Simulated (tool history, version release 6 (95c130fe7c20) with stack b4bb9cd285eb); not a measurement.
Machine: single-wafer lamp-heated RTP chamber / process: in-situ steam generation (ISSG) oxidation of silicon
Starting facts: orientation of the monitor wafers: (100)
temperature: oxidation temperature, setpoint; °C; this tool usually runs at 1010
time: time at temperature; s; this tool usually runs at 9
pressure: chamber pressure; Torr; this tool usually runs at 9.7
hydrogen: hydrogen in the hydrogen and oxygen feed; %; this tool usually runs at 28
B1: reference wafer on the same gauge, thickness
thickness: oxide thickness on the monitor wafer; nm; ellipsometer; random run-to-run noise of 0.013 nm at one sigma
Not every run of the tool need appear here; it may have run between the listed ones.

{"run": 1, "day": 0.0, "temperature": 1010, "time": 9, "pressure": 9.7, "hydrogen": 28, "B1": 3.828, "thickness": 3.624}
{"run": 2, "day": 2.9, "temperature": 1010, "time": 9, "pressure": 9.7, "hydrogen": 28, "B1": 3.828, "thickness": 3.623}
{"run": 3, "day": 6.992, "temperature": 1010, "time": 9, "pressure": 9.7, "hydrogen": 28, "B1": 3.827, "thickness": 3.626}
{"run": 4, "day": 8.954, "temperature": 1010, "time": 9, "pressure": 9.7, "hydrogen": 28, "B1": 3.83, "thickness": 3.66}
{"day": 11.488, "done": "hydrogen flow controller replaced"}
{"day": 11.733, "done": "pyrometer window cleaned and pyrometer calibrated"}
{"run": 5, "day": 11.979, "temperature": 1010, "time": 9, "pressure": 9.7, "hydrogen": 28, "B1": 3.83, "thickness": 3.608}
{"day": 12.617, "done": "pressure gauge zeroed"}
{"run": 6, "day": 13.967, "temperature": 1010, "time": 9, "pressure": 9.7, "hydrogen": 30, "B1": 3.831, "thickness": 3.666}
{"day": 15.492, "done": "gauge calibrated"}
{"run": 7, "day": 17.062, "temperature": 1010, "time": 9, "pressure": 9.7, "hydrogen": 30, "B1": 3.83, "thickness": 3.707}
{"run": 8, "day": 18.696, "temperature": 1022, "time": 10, "pressure": 9.7, "hydrogen": 28, "B1": 3.83, "thickness": 3.939}
{"run": 9, "day": 21.167, "temperature": 1010, "time": 9, "pressure": 9.7, "hydrogen": 28, "B1": 3.83, "thickness": 3.64}
{"run": 10, "day": 24.942, "temperature": 1010, "time": 9, "pressure": 9.7, "hydrogen": 25, "B1": 3.828, "thickness": 3.555}
{"day": 27.792, "done": "pyrometer window cleaned and pyrometer calibrated"}
{"run": 11, "day": 28.438, "temperature": 1010, "time": 9, "pressure": 10.2, "hydrogen": 20, "B1": 3.825, "thickness": 3.269}
{"run": 12, "day": 30.125, "temperature": 1018, "time": 12, "pressure": 9.7, "hydrogen": 32, "B1": 3.83, "thickness": 4.362}
{"run": 13, "day": 33.875, "temperature": 995, "time": 12, "pressure": 10.2, "hydrogen": 28, "B1": 3.828, "thickness": 3.835}
{"run": 14, "day": 37.771, "temperature": 1010, "time": 9, "pressure": 10.2, "hydrogen": 22, "B1": 3.831, "thickness": 3.414}

Difference, measured minus no-hidden-state, one row per run. Run-to-run variation is common to both terms; the gauge's own scatter need not be:
What the log doesn't record here: true wafer temperature minus pyrometer reading, K; true pressure minus gauge reading, Torr; deviation of the hydrogen flow from its setpoint, %; gauge reads high (%).
run=1 thickness=+0.018
run=2 thickness=+0.033
run=3 thickness=+0.053
run=4 thickness=+0.063
run=5 thickness=+0.004
run=6 thickness=+0.015
run=7 thickness=+0.030
run=8 thickness=+0.047
run=9 thickness=+0.050
run=10 thickness=+0.067
run=11 thickness=+0.008
run=12 thickness=+0.024
run=13 thickness=+0.037
run=14 thickness=+0.052

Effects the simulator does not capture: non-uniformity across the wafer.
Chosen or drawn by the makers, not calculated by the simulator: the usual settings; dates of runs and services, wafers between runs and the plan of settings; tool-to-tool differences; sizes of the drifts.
